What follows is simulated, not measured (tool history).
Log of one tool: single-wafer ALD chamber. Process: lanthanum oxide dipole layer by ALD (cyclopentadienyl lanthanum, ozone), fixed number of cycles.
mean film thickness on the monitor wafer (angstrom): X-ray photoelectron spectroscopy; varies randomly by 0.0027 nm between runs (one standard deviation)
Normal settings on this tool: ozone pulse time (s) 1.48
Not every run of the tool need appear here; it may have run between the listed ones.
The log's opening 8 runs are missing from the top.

| run | day | ozone pulse time (s) | wafers since the last listed run | hours since the last thermocouple change | hours since the last ozone generator service | hours since the showerhead was replaced | hours since the gauge calibration | read-back reference wafer on the same gauge, thickness_nm | mean film thickness on the monitor wafer (angstrom) |
|---|---|---|---|---|---|---|---|---|---|
| 9 | 29.4 | 1.1 | 1222 | 394.2 | 654.7 | 2574.9 | 2900.8 | 0.473 | 4.74 |
|  | 32.571 | ozone generator serviced |
| 10 | 32.708 | 1.1 | 1035 | 473.6 | 3.3 | 2654.3 | 2980.2 | 0.473 | 5.16 |
| 11 | 35.025 | 1.1 | 806 | 529.2 | 58.9 | 2709.9 | 3035.8 | 0.473 | 5.14 |
|  | 36.025 | gauge calibrated |
| 12 | 36.883 | 1.12 | 647 | 573.8 | 103.5 | 2754.5 | 20.6 | 0.474 | 5.1 |
| 13 | 38.933 | 1.12 | 713 | 623 | 152.7 | 2803.7 | 69.8 | 0.472 | 5.13 |
| 14 | 43.138 | 2.04 | 1463 | 723.9 | 253.6 | 2904.6 | 170.7 | 0.473 | 5.7 |
| 15 | 47.296 | 1.71 | 1447 | 823.7 | 353.4 | 3004.4 | 270.5 | 0.472 | 5.59 |
| 16 | 49.046 | 1.93 | 609 | 865.7 | 395.4 | 3046.4 | 312.5 | 0.473 | 5.67 |
| 17 | 50.583 | 1.23 | 535 | 902.6 | 432.3 | 3083.3 | 349.4 | 0.473 | 5.06 |
|  | 51.738 | showerhead replaced, of another model than before |
| 18 | 52.688 | 1.09 | 616 | 953.1 | 482.8 | 22.8 | 399.9 | 0.473 | 4.04 |
| 19 | 56.629 | 1.48 | 1372 | 1047.7 | 577.4 | 117.4 | 494.5 | 0.473 | 5.06 |
| 20 | 60.621 | 0.95 | 1389 | 1143.5 | 673.2 | 213.2 | 590.3 | 0.473 | 3.03 |
|  | 61.8 | thermocouple changed; heater temperature recalibrated |
|  | 62.096 | ozone generator serviced |
| 21 | 63.25 | 1.48 | 695 | 34.8 | 27.7 | 276.3 | 653.4 | 0.474 | 5.51 |
| 22 | 74.333 | 0.95 | 3859 | 300.8 | 293.7 | 542.3 | 919.4 | 0.473 | 3.56 |
| 23 | 76.846 | 2 | 874 | 361.1 | 354 | 602.6 | 979.7 | 0.474 | 5.71 |
| 24 | 79.021 | 1 | 757 | 413.3 | 406.2 | 654.8 | 1031.9 | 0.473 | 3.68 |
| 25 | 83.825 | 0.95 | 1672 | 528.6 | 521.5 | 770.1 | 1147.2 | 0.473 | 3.2 |
| 26 | 86.779 | 2.07 | 1028 | 599.5 | 592.4 | 841 | 1218.1 | 0.473 | 5.62 |
| 27 | 91.092 | 1.7 | 1501 | 703 | 695.9 | 944.5 | 1321.6 | 0.473 | 5.2 |
|  | 91.721 | ozone generator serviced |
| 28 | 92.754 | 1.98 | 462 | 742.9 | 24.8 | 984.4 | 1361.5 | 0.473 | 5.83 |
| 29 | 95.267 | 1.48 | 874 | 803.2 | 85.1 | 1044.7 | 1421.8 | 0.473 | 5.5 |
| 30 | 97.167 | 1.13 | 661 | 848.8 | 130.7 | 1090.3 | 1467.4 | 0.473 | 4.65 |
| 31 | 100.254 | 1.48 | 1075 | 922.9 | 204.8 | 1164.4 | 1541.5 | 0.474 | 5.38 |
| 32 | 102.167 | 1.96 | 665 | 968.8 | 250.7 | 1210.3 | 1587.4 | 0.473 | 5.72 |
| 33 | 103.842 | 1.48 | 583 | 1009 | 290.9 | 1250.5 | 1627.6 | 0.473 | 5.36 |

5 ways to go on from here, each from the tool as it stands after run 33. What would each give?
| A | 103.858 | 1.48 | 5 | 1009.4 | 291.3 | 1250.9 | 1628 | ? | ? |
| B | 103.858 | 1.68 | 5 | 1009.4 | 291.3 | 1250.9 | 1628 | ? | ? |
| C | 103.858 | 0.93 | 5 | 1009.4 | 291.3 | 1250.9 | 1628 | ? | ? |
| D | 103.858 | 1.75 | 5 | 1009.4 | 291.3 | 1250.9 | 1628 | ? | ? |
| E | 103.858 | 1.65 | 5 | 1009.4 | 291.3 | 1250.9 | 1628 | ? | ? |

| run | read-back reference wafer on the same gauge, thickness_nm | mean film thickness on the monitor wafer (angstrom) |
|---|---|---|
| A | 0.473 | 5.37 |
| B | 0.473 | 5.6 |
| C | 0.473 | 3.52 |
| D | 0.473 | 5.66 |
| E | 0.473 | 5.57 |
Had the tool no hidden state, the same runs would have come out as:
| run | mean film thickness on the monitor wafer (angstrom) |
|---|---|
| A | 5.63 |
| B | 5.78 |
| C | 4.02 |
| D | 5.81 |
| E | 5.76 |
